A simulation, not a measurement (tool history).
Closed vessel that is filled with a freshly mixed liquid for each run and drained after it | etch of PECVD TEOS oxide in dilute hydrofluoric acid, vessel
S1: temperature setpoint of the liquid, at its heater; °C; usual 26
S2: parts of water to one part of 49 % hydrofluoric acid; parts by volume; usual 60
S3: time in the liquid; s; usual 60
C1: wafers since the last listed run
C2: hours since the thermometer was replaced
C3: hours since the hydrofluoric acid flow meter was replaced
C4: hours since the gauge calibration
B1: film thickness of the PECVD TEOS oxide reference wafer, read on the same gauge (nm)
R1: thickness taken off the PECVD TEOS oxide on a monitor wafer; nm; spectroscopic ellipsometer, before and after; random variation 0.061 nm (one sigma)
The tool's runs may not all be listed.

run      day    S1  S2  S3     C1      C2     C3      C4     B1     R1
  1        0    26  60  60      0  2226.7  622.9  1029.3  40.02  12.45
       3.179  -- hydrofluoric acid flow meter replaced
  2    4.358    26  60  60   7870  2331.3   28.3  1133.9  40.02  12.42
  3    7.267  23.5  60  60   5302  2401.1   98.1  1203.7  39.98  11.24
  4    9.467  23.5  60  60   4011  2453.9  150.9  1256.5  40.01  11.32
  5   12.017    26  75  60   4649  2515.1  212.1  1317.7  39.94    9.7
  6   14.012    27  55  60   3638    2563    260  1365.6  40.01  14.21
  7   17.692    26  70  75   6708  2651.3  348.3  1453.9  39.97  13.02
  8   20.279    26  60  60   4717  2713.4  410.4    1516  39.96  12.34
  9   22.071    26  60  60   3266  2756.4  453.4    1559     40  12.39
 10   24.917  22.5  35  30   5188  2824.7  521.7  1627.3  40.03   9.43
 11   28.904  29.5  75  60   7270  2920.4  617.4    1723  40.01  11.14
        30.7  -- thermometer replaced
 12   32.096    29  80  45   5743    33.5    694  1799.6  39.97   7.47
 13   35.562  21.5  80  60   6320   116.7  777.2  1882.8  39.99   7.24
      35.675  -- hydrofluoric acid flow meter replaced
 14   39.662  29.5  60  60   7399   215.1   95.7  1981.2  39.98  13.87
 15   43.338    26  60  30   6700   303.3  183.9  2069.4  39.95   5.96
 16   45.171    26  50  60   3342   347.3  227.9  2113.4  39.96  14.47
      47.104  -- gauge calibrated
 17   57.008    26  85  60  21582   631.4    512   237.7  39.99    8.1
 18    59.85    26  45  95   5181   699.6  580.2   305.9     40  25.62
      62.554  -- thermometer replaced, repeated, since the last time left the tool worse
 19   62.575    26  30  60   4892     0.5  645.6   371.3     40  26.95
 20   66.646    26  35  60   7422    98.2  743.3     469  39.99  23.03
      68.417  -- hydrofluoric acid flow meter replaced
 21   70.383    30  60  60   6738   187.9   47.2   558.7  40.03  15.04
 22   72.188    22  60  60   3289   231.2   90.5     602  39.99  10.86
 23   75.108  21.5  30  35   5325   301.3  160.6   672.1  40.02  13.04
 24   77.054    26  60  60   3547     348  207.3   718.8  40.04   12.9
 25   80.338    29  60  60   5986   426.8  286.1   797.6  39.98  14.31
 26    81.95  24.5  70  30   2940   465.5  324.8   836.3     40   5.13
 27   84.392    26  40  60   4451   524.1  383.4   894.9  40.03  19.66
 28   87.388    26  60  60   5462     596  455.3   966.8  40.03  12.85
 29   91.408    26  80  60   7331   692.5  551.8  1063.3  40.02   9.36
 30   93.371    31  90  60   3578   739.6  598.9  1110.4  40.02   9.97
 31   97.838    26  60  60   8143   846.8  706.1  1217.6     40  12.83
     100.396  -- hydrofluoric acid flow meter replaced
 32  100.808    24  50  75   5340   918.1    9.9  1288.9  40.01  17.68

5 ways to go on from here, each from the tool as it stands after run 32. What would each give?
  A  100.838    26  60  60  53  918.8  10.6  1289.6   ?   ?
  B  100.838  21.5  60  60  53  918.8  10.6  1289.6   ?   ?
  C  100.838    31  30  60  53  918.8  10.6  1289.6   ?   ?
  D  100.838    26  90  60  53  918.8  10.6  1289.6   ?   ?
  E  100.838  28.5  40  60  53  918.8  10.6  1289.6   ?   ?

run     B1     R1
  A  39.98  12.74
  B  39.98  10.59
  C  39.98  32.54
  D  39.98   8.16
  E  39.98  21.74
Without the tool's hidden state the same runs would have given:
run     R1
  A  12.95
  B  10.77
  C  33.06
  D   8.29
  E  22.09
